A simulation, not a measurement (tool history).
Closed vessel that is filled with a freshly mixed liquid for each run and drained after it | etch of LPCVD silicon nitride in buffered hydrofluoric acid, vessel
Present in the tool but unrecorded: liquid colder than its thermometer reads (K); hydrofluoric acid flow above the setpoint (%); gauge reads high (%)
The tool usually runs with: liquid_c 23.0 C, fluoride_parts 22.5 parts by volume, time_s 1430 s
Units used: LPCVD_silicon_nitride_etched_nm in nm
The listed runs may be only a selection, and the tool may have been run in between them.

run   hour  liquid_c  fluoride_parts  time_s  wafers since the last listed run  hours since the thermometer was replaced  hours since the hydrofluoric acid flow meter was replaced  hours since the gauge calibration  read-back film thickness of the LPCVD silicon nitride reference wafer, read on the same gauge (nm)  LPCVD_silicon_nitride_etched_nm
  1    0.0      23.0            17.0    1430                                 0                                    1650.1                                                     1498.9                              176.8                                                                                              150.00                            11.34
  2   27.2      23.0            17.0    1430                              1338                                    1677.3                                                     1526.1                              204.0                                                                                              150.00                            11.37
  3   46.9      23.0            17.0    1430                               969                                    1697.0                                                     1545.8                              223.7                                                                                              149.99                            11.41
  4   74.8      23.0            22.5    1430                              1372                                    1724.9                                                     1573.7                              251.6                                                                                              149.99                             8.67
  5   88.3      23.0            22.5    1430                               664                                    1738.4                                                     1587.2                              265.1                                                                                              149.98                             8.67
  6  112.1      23.0            22.5    1990                              1171                                    1762.2                                                     1611.0                              288.9                                                                                              150.00                            11.97
  7  130.0      23.0            22.5    1990                               880                                    1780.1                                                     1628.9                              306.8                                                                                              150.01                            12.04
  8  152.7      20.0            22.5    1430                              1116                                    1802.8                                                     1651.6                              329.5                                                                                              149.98                             7.27
     180.9  -- hydrofluoric acid flow meter replaced
  9  181.4      23.0            22.5    1430                              1363                                    1831.5                                                        0.5                              358.2                                                                                              150.00                             8.14
 10  198.4      23.0            22.5    1430                               836                                    1848.5                                                       17.5                              375.2                                                                                              149.99                             8.08
 11  225.1      23.0            22.5     935                              1313                                    1875.2                                                       44.2                              401.9                                                                                              149.99                             5.30
 12  255.8      23.0            22.5     935                              1510                                    1905.9                                                       74.9                              432.6                                                                                              149.98                             5.28
     268.7  -- thermometer replaced
 13  286.0      23.0            22.5     935                              1436                                      17.3                                                      105.1                              462.8                                                                                              150.01                             6.01
 14  302.9      23.0            22.5     935                               831                                      34.2                                                      122.0                              479.7                                                                                              149.99                             5.98
 15  320.2      26.5            22.5    1430                               851                                      51.5                                                      139.3                              497.0                                                                                              150.01                            11.02
 16  350.4      23.0            22.5    1430                              1486                                      81.7                                                      169.5                              527.2                                                                                              149.98                             9.18
 17  374.1      23.0            22.5    1430                              1166                                     105.4                                                      193.2                              550.9                                                                                              150.01                             9.13
 18  392.2      25.0            17.5    2265                               890                                     123.5                                                      211.3                              569.0                                                                                              149.99                            20.20
 19  411.0      24.5            30.0    1935                               925                                     142.3                                                      230.1                              587.8                                                                                              150.01                            11.09
     423.4  -- gauge calibrated
 20  446.7      18.5            29.0    2090                              1756                                     178.0                                                      265.8                               23.3                                                                                              150.00                             8.67
 21  465.7      18.5            18.5    2260                               934                                     197.0                                                      284.8                               42.3                                                                                              149.99                            13.28
 22  489.5      18.5            22.5    1120                              1171                                     220.8                                                      308.6                               66.1                                                                                              150.00                             5.59
 23  521.5      25.5            28.0    2230                              1574                                     252.8                                                      340.6                               98.1                                                                                              149.98                            14.00
 24  539.2      26.5            15.0    1740                               870                                     270.5                                                      358.3                              115.8                                                                                              150.00                            19.40
 25  553.2      23.0            22.5    1430                               688                                     284.5                                                      372.3                              129.8                                                                                              150.01                             9.11
 26  565.8      23.0            22.5    1430                               619                                     297.1                                                      384.9                              142.4                                                                                              149.98                             9.14

Each row is a separate what-if for the run after 26, all from the same tool condition, not one after another. Results?
  A  566.8      23.0            22.5    1430                                49                                     298.1                                                      385.9                              143.4                                                                                                   ?                                ?
  B  566.8      23.0            22.5    1800                                49                                     298.1                                                      385.9                              143.4                                                                                                   ?                                ?
  C  566.8      21.0            25.0    2000                                49                                     298.1                                                      385.9                              143.4                                                                                                   ?                                ?

run  read-back film thickness of the LPCVD silicon nitride reference wafer, read on the same gauge (nm)  LPCVD_silicon_nitride_etched_nm
  A                                                                                              150.00                             9.11
  B                                                                                              150.00                            11.47
  C                                                                                              150.00                            10.60
The same runs, with their run-to-run variation unchanged, on a tool lacking any hidden condition would have given:
run  LPCVD_silicon_nitride_etched_nm
  A                             9.14
  B                            11.50
  C                            10.63
